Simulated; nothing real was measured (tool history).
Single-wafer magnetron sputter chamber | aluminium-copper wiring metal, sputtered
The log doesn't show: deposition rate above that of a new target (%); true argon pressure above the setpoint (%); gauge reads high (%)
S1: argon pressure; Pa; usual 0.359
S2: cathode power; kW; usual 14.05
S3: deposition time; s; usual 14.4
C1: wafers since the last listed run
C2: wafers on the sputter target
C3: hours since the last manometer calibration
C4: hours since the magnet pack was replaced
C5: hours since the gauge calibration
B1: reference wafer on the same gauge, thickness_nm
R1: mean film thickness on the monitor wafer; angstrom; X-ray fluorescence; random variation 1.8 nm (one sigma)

Run 1, hour 0: usual settings but S3 13.5 s; C1 0; C2 4631; C3 697.8; C4 5193.6; C5 237.9; B1 403.394. Result: R1 3144.26 angstrom.
At hour 20.9: sputter target and shields replaced.
Run 2, hour 21.4: usual settings but S3 13.5 s; C1 251; C2 8; C3 719.2; C4 5215; C5 259.3; B1 403.873. Result: R1 3214.44 angstrom.
Run 3, hour 27.1: usual settings but S1 0.311 Pa; C1 106; C2 115; C3 724.9; C4 5220.7; C5 265; B1 403.679. Result: R1 3513.41 angstrom.
Run 4, hour 42.5: usual settings; C1 288; C2 404; C3 740.3; C4 5236.1; C5 280.4; B1 404.312. Result: R1 3408.63 angstrom.
Run 5, hour 55: usual settings; C1 234; C2 638; C3 752.8; C4 5248.6; C5 292.9; B1 404.27. Result: R1 3390.99 angstrom.
Run 6, hour 68.1: usual settings; C1 245; C2 884; C3 765.9; C4 5261.7; C5 306; B1 403.545. Result: R1 3431.8 angstrom.
Run 7, hour 115.5: usual settings; C1 889; C2 1773; C3 813.3; C4 5309.1; C5 353.4; B1 403.144. Result: R1 3400.91 angstrom.
Run 8, hour 127: usual settings; C1 215; C2 1989; C3 824.8; C4 5320.6; C5 364.9; B1 403.1. Result: R1 3386.49 angstrom.
Run 9, hour 138.2: usual settings but S2 11.7 kW; C1 210; C2 2199; C3 836; C4 5331.8; C5 376.1; B1 404.062. Result: R1 2810.01 angstrom.
At hour 149.4: magnet pack replaced.
Run 10, hour 150: usual settings but S2 11.7 kW; C1 71; C2 2270; C3 847.8; C4 0.6; C5 387.9; B1 403.979. Result: R1 2822.36 angstrom.
Run 11, hour 166.4: usual settings but S2 11.7 kW; C1 307; C2 2578; C3 864.2; C4 17; C5 404.3; B1 403.257. Result: R1 2792.4 angstrom.
Run 12, hour 182.2: usual settings but S2 16.65 kW; C1 296; C2 2874; C3 880; C4 32.8; C5 420.1; B1 403.79. Result: R1 3983.44 angstrom.
Run 13, hour 194.3: usual settings; C1 226; C2 3101; C3 892.1; C4 44.9; C5 432.2; B1 404.023. Result: R1 3385.78 angstrom.
Run 14, hour 205.8: usual settings; C1 215; C2 3317; C3 903.6; C4 56.4; C5 443.7; B1 403.574. Result: R1 3356.63 angstrom.
At hour 211.2: gauge calibrated.
Run 15, hour 216.5: usual settings but S3 13.4 s; C1 200; C2 3518; C3 914.3; C4 67.1; C5 5.3; B1 404.495. Result: R1 3125.22 angstrom.
At hour 274.1: sputter target and shields replaced.
Run 16, hour 274.6: usual settings but S1 0.216 Pa; C1 939; C2 9; C3 972.4; C4 125.2; C5 63.4; B1 404.324. Result: R1 3635.72 angstrom.

Run 17 comes next. What will it give?
Run 17, hour 276.4: usual settings but S1 0.223 Pa, S2 16.1 kW, S3 12.7 s; C1 33; C2 43; C3 974.2; C4 127; C5 65.2; B1 ?. Result: R1 ?.

Run 17 gave B1 403.881, R1 3664.74 angstrom.
Without the tool's hidden state the same run would have given R1 3693.61 angstrom.

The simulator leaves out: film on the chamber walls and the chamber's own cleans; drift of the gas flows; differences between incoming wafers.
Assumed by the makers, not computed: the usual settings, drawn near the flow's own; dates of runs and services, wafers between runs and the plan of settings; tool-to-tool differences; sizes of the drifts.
